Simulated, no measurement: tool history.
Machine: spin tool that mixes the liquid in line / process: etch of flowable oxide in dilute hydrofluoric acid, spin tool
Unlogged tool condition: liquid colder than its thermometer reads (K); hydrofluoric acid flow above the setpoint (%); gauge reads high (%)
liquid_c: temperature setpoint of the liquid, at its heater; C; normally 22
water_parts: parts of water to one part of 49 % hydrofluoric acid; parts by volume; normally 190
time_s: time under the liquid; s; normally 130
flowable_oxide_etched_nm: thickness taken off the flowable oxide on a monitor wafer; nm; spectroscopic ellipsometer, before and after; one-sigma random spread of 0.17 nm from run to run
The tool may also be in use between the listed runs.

run	hour	liquid_c	water_parts	time_s	wafers since the last listed run	hours since the thermometer was replaced	hours since the hydrofluoric acid flow meter was replaced	hours since the gauge calibration	read-back film thickness of the flowable oxide reference wafer, read on the same gauge (nm)	flowable_oxide_etched_nm
1	0	22	190	130	0	258.7	807.7	637.9	146.52	27.35
2	48.6	22	190	145	474	307.3	856.3	686.5	146.32	30.32
3	118.1	22	190	130	678	376.8	925.8	756	146.01	27.24
4	145	22	190	130	262	403.7	952.7	782.9	145.87	27.15
5	208.8	19.5	235	130	622	467.5	1016.5	846.7	145.59	19.09
6	251.4	19.5	235	130	415	510.1	1059.1	889.3	145.43	19.17
7	299.4	19.5	235	130	468	558.1	1107.1	937.3	145.19	18.98
8	336.6	22	190	130	363	595.3	1144.3	974.5	145.06	27.07
9	368.4	22	190	130	310	627.1	1176.1	1006.3	144.88	27.22
10	438	22	190	130	679	696.7	1245.7	1075.9	144.57	26.96
11	504.5	22	165	130	648	763.2	1312.2	1142.4	144.26	31.77
12	572.4	22	250	90	662	831.1	1380.1	1210.3	143.99	13.35
13	643.5	22	250	90	693	902.2	1451.2	1281.4	143.66	13.31
14	700	22	220	130	551	958.7	1507.7	1337.9	143.44	22.22
15	849.9	22	220	130	1462	1108.6	1657.6	1487.8	142.76	22.47
# hour 861.3: thermometer replaced
16	910.3	22	220	130	579	49	1718	1548.2	142.48	22.28
# hour 966: hydrofluoric acid flow meter replaced
17	980.7	22	190	130	677	119.4	14.7	1618.6	142.17	26.33
18	1010.4	22	190	130	289	149.1	44.4	1648.3	142.04	26.35
19	1077.5	24	120	175	654	216.2	111.5	1715.4	141.73	66.16
20	1105.7	22	190	80	275	244.4	139.7	1743.6	141.63	16.23
21	1168.8	26.5	190	95	615	307.5	202.8	1806.7	141.34	22.82
# hour 1172.3: gauge calibrated
22	1237.2	19	190	130	667	375.9	271.2	64.9	149.05	24.94
23	1296	22	100	180	573	434.7	330	123.7	148.79	80.24
24	1361.4	22	135	105	638	500.1	395.4	189.1	148.5	33.64
25	1418.9	22	190	130	561	557.6	452.9	246.6	148.25	27.56
26	1443.3	22	190	130	238	582	477.3	271	148.13	27.82
27	1494.9	22	235	130	503	633.6	528.9	322.6	147.93	21.32
28	1531.8	20	190	80	360	670.5	565.8	359.5	147.75	15.72
29	1559.1	19.5	235	130	266	697.8	593.1	386.8	147.6	19.26
30	1586.2	20	270	50	264	724.9	620.2	413.9	147.49	6.29
31	1623.9	24	190	50	367	762.6	657.9	451.6	147.34	11.3

Branching from run 31: 5 alternative next runs. What would each branch give?
A	1624.4	24.5	190	130	4	763.1	658.4	452.1	?	?
B	1624.4	18	190	60	4	763.1	658.4	452.1	?	?
C	1624.4	25.5	190	130	4	763.1	658.4	452.1	?	?
D	1624.4	19.5	120	130	4	763.1	658.4	452.1	?	?
E	1624.4	22	270	190	4	763.1	658.4	452.1	?	?

run	read-back film thickness of the flowable oxide reference wafer, read on the same gauge (nm)	flowable_oxide_etched_nm
A	147.35	30.54
B	147.35	10.99
C	147.35	31.68
D	147.35	42.95
E	147.35	26.4
What these runs would have given with no unlogged condition in the tool:
run	flowable_oxide_etched_nm
A	31.09
B	11.18
C	32.25
D	43.72
E	26.88

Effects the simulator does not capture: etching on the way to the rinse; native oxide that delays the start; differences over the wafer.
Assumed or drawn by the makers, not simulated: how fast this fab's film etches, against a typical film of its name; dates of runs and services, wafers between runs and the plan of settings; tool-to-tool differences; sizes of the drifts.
